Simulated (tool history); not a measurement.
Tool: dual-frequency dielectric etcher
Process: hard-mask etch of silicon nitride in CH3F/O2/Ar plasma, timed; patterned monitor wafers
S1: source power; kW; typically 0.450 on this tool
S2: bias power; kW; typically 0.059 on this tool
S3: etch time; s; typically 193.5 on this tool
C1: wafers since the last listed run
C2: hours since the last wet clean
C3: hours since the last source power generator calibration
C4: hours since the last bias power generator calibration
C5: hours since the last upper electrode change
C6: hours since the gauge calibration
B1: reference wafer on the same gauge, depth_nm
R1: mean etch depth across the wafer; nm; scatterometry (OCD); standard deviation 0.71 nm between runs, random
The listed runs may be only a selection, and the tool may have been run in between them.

run    hour     S1     S2     S3    C1     C2      C3      C4      C5      C6     B1     R1
  1     0.0  0.390  0.059  193.5     0  306.4    24.7  2533.6  2211.3  1844.0  125.9  121.6
  2    93.6  0.500  0.059  193.5   864  400.0   118.3  2627.2  2304.9  1937.6  126.0  143.0
  3   135.8  0.500  0.059  193.5   389  442.2   160.5  2669.4  2347.1  1979.8  126.0  142.2
  4   341.9  0.450  0.059  193.5  1904  648.3   366.6  2875.5  2553.2  2185.9  126.0  133.1
  5   392.1  0.450  0.059  193.5   463  698.5   416.8  2925.7  2603.4  2236.1  125.9  133.5
      446.0  -- wet clean of the chamber
  6   446.5  0.450  0.059  193.5   280    0.5   471.2  2980.1  2657.8  2290.5  126.1  132.4
  7   662.0  0.450  0.059  193.5  1991  216.0   686.7  3195.6  2873.3  2506.0  125.9  132.4
  8   698.4  0.540  0.064  242.5   336  252.4   723.1  3232.0  2909.7  2542.4  126.1  187.4
      766.4  -- bias power generator calibrated
  9   772.2  0.530  0.071  141.5   644  326.2   796.9     5.8  2983.5  2616.2  125.9  111.8
 10   950.1  0.510  0.065  193.5  1643  504.1   974.8   183.7  3161.4  2794.1  125.9  145.1
 11  1028.9  0.530  0.059  238.5   728  582.9  1053.6   262.5  3240.2  2872.9  126.0  177.7
 12  1125.5  0.450  0.059  193.5   892  679.5  1150.2   359.1  3336.8  2969.5  125.8  132.6
     1185.1  -- gauge calibrated
     1220.1  -- wet clean of the chamber
 13  1220.6  0.410  0.048  156.5   656    0.5  1245.3   454.2  3431.9    35.5  126.1   96.5
 14  1308.1  0.450  0.059  193.5   808   88.0  1332.8   541.7  3519.4   123.0  126.0  131.9
 15  1386.6  0.450  0.059  143.0   725  166.5  1411.3   620.2  3597.9   201.5  125.9   96.8
     1480.0  -- upper electrode replaced
 16  1487.8  0.450  0.059  249.5   713  267.7  1512.5   721.4     7.8   302.7  125.9  168.3
 17  1561.7  0.450  0.059  174.0   682  341.6  1586.4   795.3    81.7   376.6  126.1  118.6
 18  1602.8  0.350  0.053  208.5   379  382.7  1627.5   836.4   122.8   417.7  126.0  116.2
 19  1655.5  0.370  0.045  154.0   486  435.4  1680.2   889.1   175.5   470.4  126.1   87.1
 20  1750.3  0.370  0.045  154.0   875  530.2  1775.0   983.9   270.3   565.2  125.9   86.4
 21  1841.0  0.450  0.059  193.5   838  620.9  1865.7  1074.6   361.0   655.9  126.0  132.2
 22  1928.4  0.450  0.059  193.5   807  708.3  1953.1  1162.0   448.4   743.3  126.0  131.6
     1953.9  -- wet clean of the chamber
 23  2006.3  0.450  0.063  193.5   498   52.4  2031.0  1239.9   526.3   821.2  125.9  132.0
 24  2067.9  0.360  0.059  135.5   569  114.0  2092.6  1301.5   587.9   882.8  125.9   79.2
 25  2106.3  0.450  0.059  193.5   354  152.4  2131.0  1339.9   626.3   921.2  126.0  131.0
 26  2204.9  0.350  0.067  222.5   911  251.0  2229.6  1438.5   724.9  1019.8  126.2  131.3
 27  2250.0  0.450  0.059  193.5   416  296.1  2274.7  1483.6   770.0  1064.9  126.1  131.0
 28  2334.1  0.450  0.059  193.5   777  380.2  2358.8  1567.7   854.1  1149.0  126.1  130.5
 29  2434.2  0.450  0.059  193.5   924  480.3  2458.9  1667.8   954.2  1249.1  125.9  130.7
 30  2472.0  0.450  0.047  241.5   349  518.1  2496.7  1705.6   992.0  1286.9  125.9  156.2

The tool's hidden state at each run:
etch rate over this chamber's usual, %: 0 across all the runs
bias power that arrives over what is set, %: 0 across all the runs
gauge reads high (%): 0 across all the runs
H1: source power that arrives over what is set, %
run       H1
  1  -0.0497
  2   -0.334
  3   -0.457
  4    -1.02
  5    -1.14
  6    -1.27
  7    -1.76
  8    -1.83
  9    -1.98
 10    -2.31
 11    -2.45
 12     -2.6
 13    -2.75
 14    -2.88
 15    -2.99
 16    -3.12
 17    -3.21
 18    -3.26
 19    -3.32
 20    -3.43
 21    -3.53
 22    -3.61
 23    -3.69
 24    -3.74
 25    -3.78
 26    -3.86
 27     -3.9
 28    -3.96
 29    -4.04
 30    -4.07

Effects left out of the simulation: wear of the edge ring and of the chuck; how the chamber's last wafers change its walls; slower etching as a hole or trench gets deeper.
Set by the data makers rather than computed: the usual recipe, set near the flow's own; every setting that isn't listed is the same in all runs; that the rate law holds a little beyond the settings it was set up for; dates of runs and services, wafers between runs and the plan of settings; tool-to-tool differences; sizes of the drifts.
